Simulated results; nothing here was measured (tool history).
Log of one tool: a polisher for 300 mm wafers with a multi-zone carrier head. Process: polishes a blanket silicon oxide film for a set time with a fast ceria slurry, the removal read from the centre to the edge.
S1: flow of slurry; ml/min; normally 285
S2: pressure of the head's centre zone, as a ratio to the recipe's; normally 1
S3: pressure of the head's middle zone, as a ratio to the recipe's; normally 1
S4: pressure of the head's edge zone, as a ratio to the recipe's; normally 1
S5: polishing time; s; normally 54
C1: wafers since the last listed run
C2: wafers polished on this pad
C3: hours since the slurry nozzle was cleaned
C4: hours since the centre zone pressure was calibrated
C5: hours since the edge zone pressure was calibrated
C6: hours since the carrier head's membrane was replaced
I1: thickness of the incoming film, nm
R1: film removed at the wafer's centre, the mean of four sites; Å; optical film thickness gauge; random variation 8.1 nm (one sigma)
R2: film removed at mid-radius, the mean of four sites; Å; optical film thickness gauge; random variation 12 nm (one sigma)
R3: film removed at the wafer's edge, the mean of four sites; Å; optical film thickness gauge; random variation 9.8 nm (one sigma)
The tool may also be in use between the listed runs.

run	day	S1	S2	S3	S4	S5	C1	C2	C3	C4	C5	C6	I1	R1	R2	R3
1	0	285	1	1	1	54	0	2161	93.7	235.3	551.5	555.4	3545.5	8012	8184	8234
2	3.917	285	1	0.92	1	54	1287	3448	187.7	329.3	645.5	649.4	3538.7	8034	7889	8340
3	5.871	285	1	0.92	1	54	642	4090	234.6	376.2	692.4	696.3	3583.7	8095	7426	8184
4	7.525	285	1	0.92	1	54	543	4634	274.3	415.9	732.1	736	3517.5	7969	7514	8187
# day 8.921: worn pad replaced by a new one
5	10.071	285	1	1	1	54	781	377	335.4	477	793.2	797.1	3598.5	8060	8323	8157
6	14.15	285	1	1	1	54	1340	1717	433.3	574.9	891.1	895	3569.6	8006	8262	8315
# day 16.379: slurry nozzle cleaned
7	21.542	285	1	1	1	54	2415	4133	123.9	752.3	1068.5	1072.4	3533.1	7982	8189	8097
# day 23.554: worn pad replaced by a new one
8	24.4	285	1	1	1	54	884	277	192.5	820.9	1137.1	1141	3543.9	7944	8235	8189
9	26.858	285	1	1	1	66	807	1085	251.5	879.9	1196.1	1200	3507.5	9683	10211	9998
10	30.996	285	1	1	1	54	1359	2445	350.8	979.2	1295.4	1299.3	3567.6	7971	8258	8110
11	32.712	285	1	1	1	54	564	3009	392	1020.4	1336.6	1340.5	3601	7883	8215	8191
12	34.65	235	1	1	1.1	54	636	3646	438.5	1066.9	1383.1	1387	3610.6	7671	8125	8309
# day 35.583: worn pad replaced by a new one
13	36.412	260	0.95	1.04	1	54	524	272	480.8	1109.2	1425.4	1429.3	3569.9	7436	8268	8256
# day 37.525: centre zone pressure recalibrated
# day 39.662: slurry nozzle cleaned
14	40.521	375	1.09	0.93	1	54	1309	1581	20.6	71.9	1524	1527.9	3576.2	9239	7981	8374
# day 44.754: edge zone pressure recalibrated
15	44.946	310	1.09	1.09	0.94	54	1426	3008	126.8	178.1	4.6	1634.1	3567.6	9009	8868	7874
# day 46.358: carrier head's membrane replaced by a new one
16	46.488	285	1.1	1	1	54	438	3446	163.8	215.1	41.6	3.1	3615.1	9154	8294	8079
# day 48.296: worn pad replaced by a new one
17	48.854	285	1	1	1	54	723	183	220.6	271.9	98.4	59.9	3507.6	8257	8118	8238
18	52.062	285	1	1	1	54	1054	1237	297.6	348.9	175.4	136.9	3537.2	8244	8331	8212
19	56.521	285	0.92	1	1.09	49	1465	2702	404.6	455.9	282.4	243.9	3594.6	6818	7750	7909
# day 58.217: slurry nozzle cleaned
20	60.225	285	1.04	1	1	54	1203	3906	48.2	544.8	371.3	332.8	3577.4	8400	8322	8090
21	62.588	285	1	1.07	1	54	776	4682	104.9	601.5	428	389.5	3584.3	8000	8709	8165
# day 63.258: worn pad replaced by a new one
22	65.996	285	1	0.88	1	44	1065	899	186.7	683.3	509.8	471.3	3589.8	6470	6139	6583
23	70.4	285	0.96	1	1	66	1447	2346	292.4	789	615.5	577	3525.5	9373	10449	9963

Run-by-run hidden state of the tool:
removal rate lost through wear of the pad, %: 0 across all the runs
slurry flow missing at the pad, %: 0 across all the runs
deviation of the edge zone's pressure from its setpoint, %: 0 across all the runs
H1: deviation of the centre zone's pressure from its setpoint, %
run	H1
1	-2.88
2	-3.58
3	-3.86
4	-4.06
5	-4.34
6	-4.68
7	-5.1
8	-5.21
9	-5.29
10	-5.4
11	-5.43
12	-5.47
13	-5.49
14	0.366
15	-0.898
16	-1.25
17	-1.72
18	-2.24
19	-2.8
20	-3.14
21	-3.31
22	-3.51
23	-3.71
